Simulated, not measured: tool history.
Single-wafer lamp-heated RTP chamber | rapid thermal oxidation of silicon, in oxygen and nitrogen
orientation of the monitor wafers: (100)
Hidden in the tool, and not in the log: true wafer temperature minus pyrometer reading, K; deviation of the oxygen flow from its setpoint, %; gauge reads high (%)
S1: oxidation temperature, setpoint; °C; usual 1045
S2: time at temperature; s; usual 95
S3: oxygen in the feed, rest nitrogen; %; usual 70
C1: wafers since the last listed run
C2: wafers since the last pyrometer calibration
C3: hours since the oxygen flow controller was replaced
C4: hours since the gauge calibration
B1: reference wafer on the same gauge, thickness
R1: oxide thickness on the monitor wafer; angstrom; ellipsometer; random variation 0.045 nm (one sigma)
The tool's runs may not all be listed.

run 1 hour=0 | S1=1045 S2=95 S3=70 | C1=0 C2=6466 C3=1250.3 C4=18.6 | B1=8.865 | R1=88.63
-- hour=30.9 pyrometer window cleaned and pyrometer calibrated
run 2 hour=50.9 | S1=1045 S2=95 S3=70 | C1=570 C2=266 C3=1301.2 C4=69.5 | B1=8.855 | R1=84.89
run 3 hour=88.2 | S1=1045 S2=95 S3=70 | C1=495 C2=762 C3=1338.5 C4=106.8 | B1=8.861 | R1=86.13
run 4 hour=159.8 | S1=1045 S2=95 S3=70 | C1=951 C2=1713 C3=1410.1 C4=178.4 | B1=8.862 | R1=84.66
run 5 hour=224.6 | S1=1066 S2=95 S3=83 | C1=861 C2=2574 C3=1474.9 C4=243.2 | B1=8.843 | R1=105.61
run 6 hour=258.5 | S1=1066 S2=95 S3=83 | C1=450 C2=3025 C3=1508.8 C4=277.1 | B1=8.849 | R1=106.61
run 7 hour=304.5 | S1=1066 S2=95 S3=83 | C1=611 C2=3636 C3=1554.8 C4=323.1 | B1=8.886 | R1=106.25
run 8 hour=366.7 | S1=1045 S2=121 S3=70 | C1=826 C2=4463 C3=1617 C4=385.3 | B1=8.856 | R1=96.73
run 9 hour=421.4 | S1=1045 S2=95 S3=70 | C1=727 C2=5190 C3=1671.7 C4=440 | B1=8.874 | R1=86.86
run 10 hour=464.9 | S1=1045 S2=95 S3=70 | C1=578 C2=5768 C3=1715.2 C4=483.5 | B1=8.868 | R1=88.08
run 11 hour=505.2 | S1=1045 S2=95 S3=70 | C1=535 C2=6304 C3=1755.5 C4=523.8 | B1=8.853 | R1=88.34
run 12 hour=530.3 | S1=1045 S2=95 S3=70 | C1=333 C2=6638 C3=1780.6 C4=548.9 | B1=8.873 | R1=88.7
run 13 hour=570.5 | S1=1045 S2=95 S3=70 | C1=534 C2=7172 C3=1820.8 C4=589.1 | B1=8.86 | R1=89.31
-- hour=617.7 pyrometer window cleaned and pyrometer calibrated
run 14 hour=624.2 | S1=1045 S2=108 S3=88 | C1=607 C2=86 C3=1874.5 C4=642.8 | B1=8.871 | R1=98.71
run 15 hour=650.2 | S1=1025 S2=95 S3=70 | C1=345 C2=431 C3=1900.5 C4=668.8 | B1=8.849 | R1=73.9
run 16 hour=703.4 | S1=1058 S2=120 S3=82 | C1=707 C2=1138 C3=1953.7 C4=722 | B1=8.855 | R1=110.4
run 17 hour=743.1 | S1=1057 S2=118 S3=94 | C1=527 C2=1666 C3=1993.4 C4=761.7 | B1=8.857 | R1=113.37
-- hour=762 gauge calibrated
run 18 hour=798.9 | S1=1027 S2=82 S3=82 | C1=741 C2=2408 C3=2049.2 C4=36.9 | B1=8.852 | R1=75.06
-- hour=819.8 oxygen flow controller replaced
run 19 hour=857.8 | S1=1045 S2=95 S3=53 | C1=676 C2=3084 C3=38 C4=95.8 | B1=8.848 | R1=78.03
run 20 hour=916.2 | S1=1045 S2=95 S3=70 | C1=776 C2=3860 C3=96.4 C4=154.2 | B1=8.86 | R1=86.69
run 21 hour=969.9 | S1=1045 S2=95 S3=70 | C1=713 C2=4574 C3=150.1 C4=207.9 | B1=8.877 | R1=88.05
run 22 hour=1007.4 | S1=1045 S2=95 S3=98 | C1=498 C2=5072 C3=187.6 C4=245.4 | B1=8.866 | R1=98.7
run 23 hour=1078 | S1=1045 S2=95 S3=70 | C1=938 C2=6011 C3=258.2 C4=316 | B1=8.852 | R1=89.71
run 24 hour=1118.6 | S1=1045 S2=72 S3=88 | C1=539 C2=6550 C3=298.8 C4=356.6 | B1=8.861 | R1=84.62
-- hour=1157.4 pyrometer window cleaned and pyrometer calibrated
run 25 hour=1157.9 | S1=1045 S2=95 S3=70 | C1=416 C2=6 C3=338.1 C4=395.9 | B1=8.845 | R1=85.02
run 26 hour=1222.9 | S1=1045 S2=95 S3=70 | C1=863 C2=870 C3=403.1 C4=460.9 | B1=8.858 | R1=85

Forecast each of these 3 alternatives for the next run:
run A hour=1223.3 | S1=1045 S2=95 S3=70 | C1=5 C2=875 C3=403.5 C4=461.3 | B1=? | R1=?
run B hour=1223.3 | S1=1045 S2=95 S3=55 | C1=5 C2=875 C3=403.5 C4=461.3 | B1=? | R1=?
run C hour=1223.3 | S1=1035 S2=95 S3=48 | C1=5 C2=875 C3=403.5 C4=461.3 | B1=? | R1=?

run=A B1=8.85 R1=84.35
run=B B1=8.85 R1=77.36
run=C B1=8.85 R1=68.77
Without the tool's hidden state the same runs would have given:
run=A R1=84.02
run=B R1=77.06
run=C R1=68.5

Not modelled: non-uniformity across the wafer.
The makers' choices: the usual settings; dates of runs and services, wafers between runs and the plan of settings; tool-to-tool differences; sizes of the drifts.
